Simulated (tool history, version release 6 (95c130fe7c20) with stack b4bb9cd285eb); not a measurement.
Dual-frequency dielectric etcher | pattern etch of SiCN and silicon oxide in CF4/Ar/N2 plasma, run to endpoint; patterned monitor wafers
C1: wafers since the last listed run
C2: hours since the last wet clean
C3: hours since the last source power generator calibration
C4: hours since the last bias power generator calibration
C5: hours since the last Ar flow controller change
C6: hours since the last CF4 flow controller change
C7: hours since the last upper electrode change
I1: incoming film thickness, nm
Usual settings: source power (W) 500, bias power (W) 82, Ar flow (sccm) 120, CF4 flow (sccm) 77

Run 1, hour 0.0: usual settings but CF4 flow (sccm) 64; C1 0; C2 340.5; C3 3666.7; C4 1477.0; C5 2410.9; C6 4140.7; C7 2211.1; I1 11.44. Result: endpoint time (s) 11.0.
Run 2, hour 22.9: usual settings but CF4 flow (sccm) 64; C1 311; C2 363.4; C3 3689.6; C4 1499.9; C5 2433.8; C6 4163.6; C7 2234.0; I1 11.54. Result: endpoint time (s) 10.9.
Run 3, hour 48.9: usual settings; C1 353; C2 389.4; C3 3715.6; C4 1525.9; C5 2459.8; C6 4189.6; C7 2260.0; I1 11.44. Result: endpoint time (s) 10.7.
At hour 77.4: CF4 flow controller replaced.
Run 4, hour 77.8: usual settings but Ar flow (sccm) 128; C1 311; C2 418.3; C3 3744.5; C4 1554.8; C5 2488.7; C6 0.4; C7 2288.9; I1 11.47. Result: endpoint time (s) 10.5.
Run 5, hour 91.8: usual settings; C1 190; C2 432.3; C3 3758.5; C4 1568.8; C5 2502.7; C6 14.4; C7 2302.9; I1 11.56. Result: endpoint time (s) 10.7.
At hour 107.0: source power generator calibrated.
Run 6, hour 109.3: usual settings but bias power (W) 76; C1 183; C2 449.8; C3 2.3; C4 1586.3; C5 2520.2; C6 31.9; C7 2320.4; I1 11.36. Result: endpoint time (s) 10.8.
Run 7, hour 136.7: usual settings but bias power (W) 76; C1 372; C2 477.2; C3 29.7; C4 1613.7; C5 2547.6; C6 59.3; C7 2347.8; I1 11.57. Result: endpoint time (s) 11.1.
Run 8, hour 161.8: usual settings but bias power (W) 76; C1 341; C2 502.3; C3 54.8; C4 1638.8; C5 2572.7; C6 84.4; C7 2372.9; I1 11.54. Result: endpoint time (s) 11.0.
At hour 177.8: bias power generator calibrated.
Run 9, hour 178.3: usual settings but bias power (W) 76; C1 170; C2 518.8; C3 71.3; C4 0.5; C5 2589.2; C6 100.9; C7 2389.4; I1 11.56. Result: endpoint time (s) 11.1.
Run 10, hour 194.3: usual settings but CF4 flow (sccm) 86; C1 217; C2 534.8; C3 87.3; C4 16.5; C5 2605.2; C6 116.9; C7 2405.4; I1 11.52. Result: endpoint time (s) 10.3.
Run 11, hour 206.5: usual settings but source power (W) 460, bias power (W) 93, Ar flow (sccm) 107; C1 166; C2 547.0; C3 99.5; C4 28.7; C5 2617.4; C6 129.1; C7 2417.6; I1 11.43. Result: endpoint time (s) 10.5.
Run 12, hour 228.4: usual settings but bias power (W) 90, Ar flow (sccm) 94; C1 298; C2 568.9; C3 121.4; C4 50.6; C5 2639.3; C6 151.0; C7 2439.5; I1 11.65. Result: endpoint time (s) 9.8.
At hour 258.0: wet clean of the chamber.
Run 13, hour 261.4: usual settings but CF4 flow (sccm) 82; C1 122; C2 3.4; C3 154.4; C4 83.6; C5 2672.3; C6 184.0; C7 2472.5; I1 11.40. Result: endpoint time (s) 11.0.
At hour 294.2: upper electrode replaced.
Run 14, hour 294.7: usual settings; C1 126; C2 36.7; C3 187.7; C4 116.9; C5 2705.6; C6 217.3; C7 0.5; I1 11.53. Result: endpoint time (s) 11.2.
Run 15, hour 305.5: usual settings but source power (W) 540; C1 147; C2 47.5; C3 198.5; C4 127.7; C5 2716.4; C6 228.1; C7 11.3; I1 11.58. Result: endpoint time (s) 10.4.
Run 16, hour 332.0: usual settings but source power (W) 540, bias power (W) 89; C1 360; C2 74.0; C3 225.0; C4 154.2; C5 2742.9; C6 254.6; C7 37.8; I1 11.53. Result: endpoint time (s) 9.8.
Run 17, hour 346.9: usual settings but bias power (W) 68, Ar flow (sccm) 109, CF4 flow (sccm) 90; C1 202; C2 88.9; C3 239.9; C4 169.1; C5 2757.8; C6 269.5; C7 52.7; I1 11.51. Result: endpoint time (s) 11.9.
Run 18, hour 368.8: usual settings but source power (W) 570; C1 298; C2 110.8; C3 261.8; C4 191.0; C5 2779.7; C6 291.4; C7 74.6; I1 11.53. Result: endpoint time (s) 9.7.
Run 19, hour 400.7: usual settings but source power (W) 470, Ar flow (sccm) 131, CF4 flow (sccm) 86; C1 434; C2 142.7; C3 293.7; C4 222.9; C5 2811.6; C6 323.3; C7 106.5; I1 11.44. Result: endpoint time (s) 11.6.
At hour 421.3: Ar flow controller replaced.
Run 20, hour 421.8: usual settings but Ar flow (sccm) 143, CF4 flow (sccm) 85; C1 205; C2 163.8; C3 314.8; C4 244.0; C5 0.5; C6 344.4; C7 127.6; I1 11.50. Result: endpoint time (s) 11.2.

Forecast run 21:
Run 21, hour 450.0: usual settings but source power (W) 570; C1 383; C2 192.0; C3 343.0; C4 272.2; C5 28.7; C6 372.6; C7 155.8; I1 11.63. Result: endpoint time (s) ?.

{"run 21": {"endpoint time (s)": 9.7}}
Without the tool's hidden state the same run would have given endpoint time (s) 9.8.

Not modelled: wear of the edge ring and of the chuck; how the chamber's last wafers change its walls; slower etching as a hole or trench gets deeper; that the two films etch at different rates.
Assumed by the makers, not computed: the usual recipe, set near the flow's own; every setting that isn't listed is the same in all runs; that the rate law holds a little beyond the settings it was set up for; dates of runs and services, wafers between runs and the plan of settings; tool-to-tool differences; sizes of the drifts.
